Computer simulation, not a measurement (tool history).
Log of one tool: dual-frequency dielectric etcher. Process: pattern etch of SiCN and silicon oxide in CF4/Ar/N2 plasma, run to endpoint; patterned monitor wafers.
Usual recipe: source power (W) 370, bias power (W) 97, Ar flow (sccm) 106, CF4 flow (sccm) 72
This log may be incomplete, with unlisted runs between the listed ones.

run	hour	source power (W)	bias power (W)	Ar flow (sccm)	CF4 flow (sccm)	incoming incoming film thickness, nm	endpoint time (s)
1	0	370	97	106	72	12.48	15.2
2	67.1	370	97	106	72	12.43	15.1
3	119.1	370	97	106	72	12.47	15.2
4	184.9	370	84	106	72	12.43	15.8
5	226.5	370	84	106	72	12.54	15.9
# hour 259.8: upper electrode replaced
6	260.3	370	84	106	72	12.64	16
7	289.8	370	97	106	72	12.49	15.2
8	320	370	97	106	72	12.45	15.3
9	359.9	370	97	106	72	12.42	15.4
10	430.1	370	97	106	66	12.63	15.9
11	477	370	85	106	79	12.51	15.8
# hour 530.4: wet clean of the chamber
12	530.9	400	78	122	57	12.37	15.8
# hour 568: Ar flow controller replaced
13	575.3	370	81	127	72	12.45	16.5
14	604.7	370	87	106	72	12.56	15.8
# hour 633.6: CF4 flow controller replaced
15	669.4	370	97	106	72	12.54	15.5
# hour 727.3: source power generator calibrated
16	738.3	370	84	106	72	12.54	15.2
17	794.2	310	109	106	87	12.42	16.9
18	855.2	310	86	128	63	12.57	19.4
19	884.8	370	97	106	72	12.47	14.6
# hour 941.4: bias power generator calibrated
20	953	370	97	92	78	12.55	14.3
# hour 1077.3: wet clean of the chamber
21	1102.6	340	116	91	72	12.47	15.1
22	1154.1	370	97	106	78	12.53	14.7
23	1191.4	370	97	106	72	12.57	14.9
24	1260.3	330	97	106	72	12.39	16.6

4 ways to go on from here, each from the tool as it stands after run 24. What would each give?
A	1260.7	300	97	106	72	12.59	?
B	1260.7	370	113	106	72	12.59	?
C	1260.7	370	86	106	79	12.59	?
D	1260.7	320	97	106	72	12.59	?

run	endpoint time (s)
A	18.9
B	14.4
C	15.2
D	17.6
The same runs, with their run-to-run variation unchanged, on a tool lacking any hidden condition would have given:
run	endpoint time (s)
A	18.4
B	14
C	14.8
D	17.1

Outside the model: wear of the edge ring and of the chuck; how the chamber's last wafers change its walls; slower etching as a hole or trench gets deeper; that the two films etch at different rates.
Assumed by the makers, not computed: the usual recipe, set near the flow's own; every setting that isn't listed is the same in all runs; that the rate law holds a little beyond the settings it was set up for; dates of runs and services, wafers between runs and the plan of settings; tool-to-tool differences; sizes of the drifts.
